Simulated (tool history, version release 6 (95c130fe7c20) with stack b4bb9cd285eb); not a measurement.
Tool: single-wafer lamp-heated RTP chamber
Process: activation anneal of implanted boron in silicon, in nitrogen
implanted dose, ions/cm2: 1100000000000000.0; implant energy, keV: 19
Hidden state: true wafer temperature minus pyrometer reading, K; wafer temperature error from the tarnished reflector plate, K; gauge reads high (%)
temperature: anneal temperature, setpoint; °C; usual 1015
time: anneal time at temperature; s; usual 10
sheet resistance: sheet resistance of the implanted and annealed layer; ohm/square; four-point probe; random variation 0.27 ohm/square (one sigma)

run     day  temperature  time  wafers since the last listed run  wafers since the last pyrometer calibration  wafers since the reflector plate was cleaned  hours since the gauge calibration  read-back reference wafer on the same gauge, sheet resistance  sheet resistance
  1   0.000         1015    10                                 0                                          457                                          3264                              127.9                                                         109.97            109.18
  2   0.621         1015    10                               301                                          758                                          3566                              142.8                                                         109.96            109.29
  3   1.192         1015    10                               277                                         1036                                          3844                              156.5                                                         110.04            108.95
  4   1.583         1015    10                               190                                         1226                                          4034                              165.9                                                         110.14            109.63
  5   2.162         1015    10                               281                                         1508                                          4316                              179.8                                                         110.11            108.79
  6   2.438         1015    10                               133                                         1642                                          4449                              186.4                                                         109.98            108.92
  7   2.771         1015    10                               162                                         1804                                          4612                              194.4                                                         110.10            109.39
  8   3.075         1015    10                               147                                         1952                                          4759                              201.7                                                         110.03            108.99
  9   3.575          991    10                               243                                         2195                                          5003                              213.7                                                         109.93            113.39
      3.921  -- pyrometer window cleaned and pyrometer calibrated
 10   4.212         1015    10                               147                                          141                                          5150                              229.0                                                         109.99            109.91
 11   4.579         1015    10                               178                                          319                                          5329                              237.8                                                         109.93            109.63
 12   4.867         1015    14                               139                                          459                                          5468                              244.7                                                         109.99            108.87
 13   5.400         1015    10                               259                                          718                                          5728                              257.5                                                         109.96            109.41
      7.471  -- reflector plate cleaned
 14   7.492          991    12                               854                                         1573                                            10                              307.7                                                         110.00            114.50
 15   7.662         1041     7                                83                                         1656                                            93                              311.8                                                         110.12            106.57
 16   8.154         1004    12                               239                                         1895                                           332                              323.6                                                         109.99            109.51
      8.542  -- pyrometer window cleaned and pyrometer calibrated
 17   8.867         1015    10                               184                                          157                                           516                              340.7                                                         110.09            109.71
 18   9.154          997     7                               139                                          297                                           656                              347.6                                                         110.01            116.16
      9.621  -- gauge calibrated
 19   9.729         1015    13                               279                                          576                                           936                                2.6                                                         110.04            108.88
 20  10.321         1038     5                               287                                          864                                          1223                               16.8                                                         110.00            107.35
 21  11.029          996     7                               344                                         1208                                          1568                               33.8                                                         110.08            115.20
 22  11.725         1026    10                               338                                         1546                                          1906                               50.5                                                         109.99            107.45
 23  12.058         1041     6                               162                                         1709                                          2068                               58.5                                                         110.00            106.74
 24  12.321         1015    10                               127                                         1836                                          2196                               64.8                                                         109.92            108.86
 25  12.888         1031     8                               275                                         2112                                          2471                               78.4                                                         110.10            106.72
 26  13.238         1003    10                               170                                         2282                                          2641                               86.8                                                         109.90            109.90

4 ways to go on from here, each from the tool as it stands after run 26. What would each give?
  A  13.254         1015     6                                 8                                         2290                                          2649                               87.2                                                              ?                 ?
  B  13.254          999    12                                 8                                         2290                                          2649                               87.2                                                              ?                 ?
  C  13.254         1025    15                                 8                                         2290                                          2649                               87.2                                                              ?                 ?
  D  13.254          997    10                                 8                                         2290                                          2649                               87.2                                                              ?                 ?

run  read-back reference wafer on the same gauge, sheet resistance  sheet resistance
  A                                                         109.92            108.75
  B                                                         109.92            110.59
  C                                                         109.92            106.67
  D                                                         109.92            111.56
Without the tool's hidden state the same runs would have given:
run  sheet resistance
  A            110.77
  B            113.76
  C            107.61
  D            115.23

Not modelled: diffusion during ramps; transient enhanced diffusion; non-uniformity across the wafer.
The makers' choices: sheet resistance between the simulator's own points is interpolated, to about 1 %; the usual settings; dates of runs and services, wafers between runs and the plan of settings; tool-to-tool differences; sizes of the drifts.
